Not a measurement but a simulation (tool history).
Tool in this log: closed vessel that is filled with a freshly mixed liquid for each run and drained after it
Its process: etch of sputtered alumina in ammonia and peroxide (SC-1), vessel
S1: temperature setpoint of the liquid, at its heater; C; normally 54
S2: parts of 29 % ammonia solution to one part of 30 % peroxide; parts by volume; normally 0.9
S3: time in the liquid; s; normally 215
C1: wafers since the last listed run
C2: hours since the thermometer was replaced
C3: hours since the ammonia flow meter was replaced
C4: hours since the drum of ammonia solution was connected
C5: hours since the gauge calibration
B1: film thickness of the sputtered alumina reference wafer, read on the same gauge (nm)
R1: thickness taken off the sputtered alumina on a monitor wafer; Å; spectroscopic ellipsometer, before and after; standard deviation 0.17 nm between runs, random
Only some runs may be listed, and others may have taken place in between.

Run 1, hour 0: usual settings; C1 0; C2 1384.6; C3 1074.2; C4 564.5; C5 921.7; B1 119.98. Result: R1 173.7 Å.
Run 2, hour 18.2: usual settings; C1 1176; C2 1402.8; C3 1092.4; C4 582.7; C5 939.9; B1 120. Result: R1 170.5 Å.
Run 3, hour 59.2: usual settings; C1 2650; C2 1443.8; C3 1133.4; C4 623.7; C5 980.9; B1 119.97. Result: R1 171.6 Å.
Run 4, hour 119.6: usual settings but S3 260 s; C1 3904; C2 1504.2; C3 1193.8; C4 684.1; C5 1041.3; B1 120. Result: R1 208.9 Å.
Run 5, hour 143.9: usual settings but S3 260 s; C1 1570; C2 1528.5; C3 1218.1; C4 708.4; C5 1065.6; B1 119.97. Result: R1 205.9 Å.
At hour 158.7: ammonia flow meter replaced.
Run 6, hour 174.2: usual settings but S3 260 s; C1 1893; C2 1558.8; C3 15.5; C4 738.7; C5 1095.9; B1 119.99. Result: R1 211.9 Å.
Run 7, hour 207.2: usual settings; C1 2133; C2 1591.8; C3 48.5; C4 771.7; C5 1128.9; B1 120. Result: R1 170.1 Å.
Run 8, hour 241.5: usual settings but S1 46 C, S2 0.5 parts by volume, S3 260 s; C1 2217; C2 1626.1; C3 82.8; C4 806; C5 1163.2; B1 119.99. Result: R1 126.7 Å.
Run 9, hour 261.6: usual settings but S1 46.5 C, S3 270 s; C1 1299; C2 1646.2; C3 102.9; C4 826.1; C5 1183.3; B1 120.02. Result: R1 142.9 Å.
Run 10, hour 274.7: usual settings but S2 1.1 parts by volume; C1 846; C2 1659.3; C3 116; C4 839.2; C5 1196.4; B1 119.99. Result: R1 176.3 Å.
Run 11, hour 291.2: usual settings; C1 1066; C2 1675.8; C3 132.5; C4 855.7; C5 1212.9; B1 120. Result: R1 173.2 Å.
At hour 331.5: gauge calibrated.
Run 12, hour 369.6: usual settings but S2 1.1 parts by volume, S3 165 s; C1 5067; C2 1754.2; C3 210.9; C4 934.1; C5 38.1; B1 119.98. Result: R1 133.4 Å.
Run 13, hour 387.6: usual settings but S1 48 C, S2 1.1 parts by volume, S3 310 s; C1 1163; C2 1772.2; C3 228.9; C4 952.1; C5 56.1; B1 120.01. Result: R1 183.1 Å.
Run 14, hour 413.5: usual settings but S1 48.5 C, S2 0.5 parts by volume, S3 285 s; C1 1674; C2 1798.1; C3 254.8; C4 978; C5 82; B1 119.99. Result: R1 158.4 Å.
Run 15, hour 438.8: usual settings but S1 51 C, S2 0.55 parts by volume; C1 1635; C2 1823.4; C3 280.1; C4 1003.3; C5 107.3; B1 120.01. Result: R1 139.3 Å.
Run 16, hour 464.2: usual settings; C1 1641; C2 1848.8; C3 305.5; C4 1028.7; C5 132.7; B1 119.99. Result: R1 171.2 Å.
At hour 478.4: thermometer replaced.
Run 17, hour 486.9: usual settings but S2 0.5 parts by volume; C1 1402; C2 8.5; C3 328.2; C4 1051.4; C5 155.4; B1 120.01. Result: R1 164.2 Å.
Run 18, hour 519.3: usual settings but S2 1.15 parts by volume, S3 175 s; C1 2094; C2 40.9; C3 360.6; C4 1083.8; C5 187.8; B1 120.02. Result: R1 144.8 Å.
At hour 536.4: new drum of ammonia solution connected.
Run 19, hour 554.1: usual settings but S1 46.5 C, S2 1.1 parts by volume; C1 2184; C2 75.7; C3 395.4; C4 17.7; C5 222.6; B1 120. Result: R1 115.9 Å.
Run 20, hour 647.3: usual settings but S1 48.5 C, S2 1.2 parts by volume, S3 340 s; C1 6024; C2 168.9; C3 488.6; C4 110.9; C5 315.8; B1 119.99. Result: R1 208.1 Å.
Run 21, hour 668.3: usual settings but S1 60.5 C, S2 0.5 parts by volume; C1 1357; C2 189.9; C3 509.6; C4 131.9; C5 336.8; B1 120. Result: R1 226.1 Å.
Run 22, hour 697.9: usual settings; C1 1913; C2 219.5; C3 539.2; C4 161.5; C5 366.4; B1 119.99. Result: R1 172.7 Å.
Run 23, hour 710.1: usual settings but S1 46 C, S3 285 s; C1 788; C2 231.7; C3 551.4; C4 173.7; C5 378.6; B1 120.03. Result: R1 146.6 Å.
Run 24, hour 731.3: usual settings; C1 1370; C2 252.9; C3 572.6; C4 194.9; C5 399.8; B1 120. Result: R1 170.9 Å.
Run 25, hour 765.4: usual settings but S1 61.5 C, S2 0.75 parts by volume, S3 340 s; C1 2204; C2 287; C3 606.7; C4 229; C5 433.9; B1 119.98. Result: R1 398.1 Å.
Run 26, hour 785.5: usual settings but S1 57 C, S2 0.8 parts by volume, S3 290 s; C1 1299; C2 307.1; C3 626.8; C4 249.1; C5 454; B1 120.05. Result: R1 271.6 Å.
Run 27, hour 798.6: usual settings but S1 57 C, S3 105 s; C1 846; C2 320.2; C3 639.9; C4 262.2; C5 467.1; B1 120. Result: R1 98.6 Å.

Alternative continuations, all from the tool just after run 27; predict every row:
Run A, hour 799.3: usual settings but S3 270 s; C1 45; C2 320.9; C3 640.6; C4 262.9; C5 467.8; B1 ?. Result: R1 ?.
Run B, hour 799.3: usual settings but S1 45.5 C, S2 1.05 parts by volume, S3 275 s; C1 45; C2 320.9; C3 640.6; C4 262.9; C5 467.8; B1 ?. Result: R1 ?.
Run C, hour 799.3: usual settings but S2 1.2 parts by volume, S3 340 s; C1 45; C2 320.9; C3 640.6; C4 262.9; C5 467.8; B1 ?. Result: R1 ?.
Run D, hour 799.3: usual settings but S2 0.45 parts by volume, S3 115 s; C1 45; C2 320.9; C3 640.6; C4 262.9; C5 467.8; B1 ?. Result: R1 ?.
Run E, hour 799.3: usual settings but S1 63.5 C, S2 1.1 parts by volume, S3 110 s; C1 45; C2 320.9; C3 640.6; C4 262.9; C5 467.8; B1 ?. Result: R1 ?.

run   B1     R1
  A  120  214.7
  B  120    139
  C  120  277.9
  D  120   85.6
  E  120  145.8
Without the tool's unlogged condition, the same runs would have read:
run     R1
  A  214.7
  B    139
  C  277.9
  D   85.6
  E  145.8

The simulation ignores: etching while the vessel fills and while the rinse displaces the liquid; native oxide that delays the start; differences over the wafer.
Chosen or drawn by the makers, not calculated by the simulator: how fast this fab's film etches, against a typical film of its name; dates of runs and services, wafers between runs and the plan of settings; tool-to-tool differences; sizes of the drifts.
